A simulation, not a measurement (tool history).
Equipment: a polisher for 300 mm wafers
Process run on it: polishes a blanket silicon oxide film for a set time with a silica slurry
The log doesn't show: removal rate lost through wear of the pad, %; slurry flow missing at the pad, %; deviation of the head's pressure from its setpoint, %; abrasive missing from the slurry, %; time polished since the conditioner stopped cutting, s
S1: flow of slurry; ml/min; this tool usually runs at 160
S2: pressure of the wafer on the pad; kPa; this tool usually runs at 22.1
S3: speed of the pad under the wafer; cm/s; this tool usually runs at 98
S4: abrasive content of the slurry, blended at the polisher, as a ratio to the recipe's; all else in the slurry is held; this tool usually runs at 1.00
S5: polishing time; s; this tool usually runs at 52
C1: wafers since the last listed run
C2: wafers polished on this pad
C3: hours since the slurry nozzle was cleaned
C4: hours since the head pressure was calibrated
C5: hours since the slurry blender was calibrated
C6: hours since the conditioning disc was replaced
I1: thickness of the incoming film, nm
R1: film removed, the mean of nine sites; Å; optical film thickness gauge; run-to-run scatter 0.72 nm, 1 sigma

run	day	S1	S2	S3	S4	S5	C1	C2	C3	C4	C5	C6	I1	R1
1	0.000	160	22.1	98	1.00	52	0	1650	92.9	925.9	245.9	97.0	1920.5	1055
2	1.233	160	22.1	98	1.00	52	308	1959	122.5	955.5	275.5	126.6	1900.7	1043
3	2.196	160	22.1	98	1.00	52	240	2199	145.6	978.6	298.6	149.7	1873.3	1051
# day 4.296: worn pad replaced by a new one
# day 4.971: slurry blender recalibrated
# day 5.292: slurry nozzle cleaned
4	5.538	160	22.1	98	0.75	52	762	279	5.9	1058.8	13.6	229.9	1886.1	876
5	6.475	160	22.1	98	0.75	52	234	514	28.4	1081.3	36.1	252.4	1889.7	852
# day 6.596: conditioning disc replaced and pad reconditioned
6	9.454	200	22.1	98	1.00	40	724	1238	99.9	1152.8	107.6	68.6	1889.6	842
# day 10.379: head pressure recalibrated
7	10.871	160	22.1	98	1.00	52	333	1571	133.9	11.8	141.6	102.6	1878.2	1047
8	11.508	160	29.6	98	0.80	52	159	1730	149.2	27.1	156.9	117.9	1855.8	1076
9	12.158	160	22.1	126	1.00	52	162	1893	164.8	42.7	172.5	133.5	1857.7	1205
10	12.938	160	22.1	98	1.00	52	194	2088	183.5	61.4	191.2	152.2	1910.0	1023
# day 13.488: worn pad replaced by a new one
11	14.250	180	22.1	84	1.00	52	286	190	215.0	92.9	222.7	183.7	1895.9	1004
12	15.483	160	28.3	98	1.00	47	308	498	244.6	122.5	252.3	213.3	1909.1	1117
# day 16.717: slurry nozzle cleaned
13	16.738	210	22.1	70	0.75	66	303	801	0.5	152.6	282.4	243.4	1874.1	950
# day 17.704: conditioning disc replaced and pad reconditioned
14	17.896	160	17.9	128	1.00	52	268	1070	28.3	180.4	310.2	4.6	1871.9	1114
15	18.800	145	22.1	98	1.00	52	226	1296	50.0	202.1	331.9	26.3	1865.9	1057
16	20.158	160	26.2	98	1.00	45	339	1636	82.6	234.7	364.5	58.9	1877.9	1032
17	21.617	160	28.3	80	1.00	52	364	2000	117.6	269.7	399.5	93.9	1898.7	1106
# day 21.788: slurry blender recalibrated
18	22.629	140	24.8	74	1.15	52	232	2233	141.9	294.0	20.2	118.2	1893.5	1026
19	23.738	130	25.5	98	1.00	44	277	2510	168.5	320.6	46.8	144.8	1876.6	929
# day 24.879: worn pad replaced by a new one
20	25.017	160	15.2	76	1.20	52	278	34	199.2	351.3	77.5	175.5	1886.3	823
21	26.183	160	22.1	122	1.00	52	291	326	227.2	379.3	105.5	203.5	1898.1	1210
# day 26.683: conditioning disc replaced and pad reconditioned
22	27.196	160	22.1	98	1.00	52	232	558	251.5	403.6	129.8	12.3	1919.9	1042
# day 27.458: slurry nozzle cleaned
23	28.554	140	22.1	98	1.25	52	329	887	26.3	436.2	162.4	44.9	1916.5	1193
24	29.721	160	22.1	98	1.00	52	291	1179	54.3	464.2	190.4	72.9	1906.4	1062
25	34.150	160	22.1	98	1.00	52	1107	2286	160.6	570.5	296.7	179.2	1878.3	1034
# day 34.612: worn pad replaced by a new one
26	34.996	115	25.5	98	1.00	52	169	95	180.9	590.8	317.0	199.5	1883.5	1117

Alternative continuations, all from the tool just after run 26; predict every row:
A	35.012	175	22.1	98	1.00	52	4	99	181.3	591.2	317.4	199.9	1915.1	?
B	35.012	160	22.1	132	1.15	64	4	99	181.3	591.2	317.4	199.9	1915.1	?
C	35.012	160	26.2	98	1.00	64	4	99	181.3	591.2	317.4	199.9	1915.1	?

run	R1
A	1083
B	1706
C	1474
What these runs would have given with no unlogged condition in the tool:
run	R1
A	1121
B	1770
C	1529
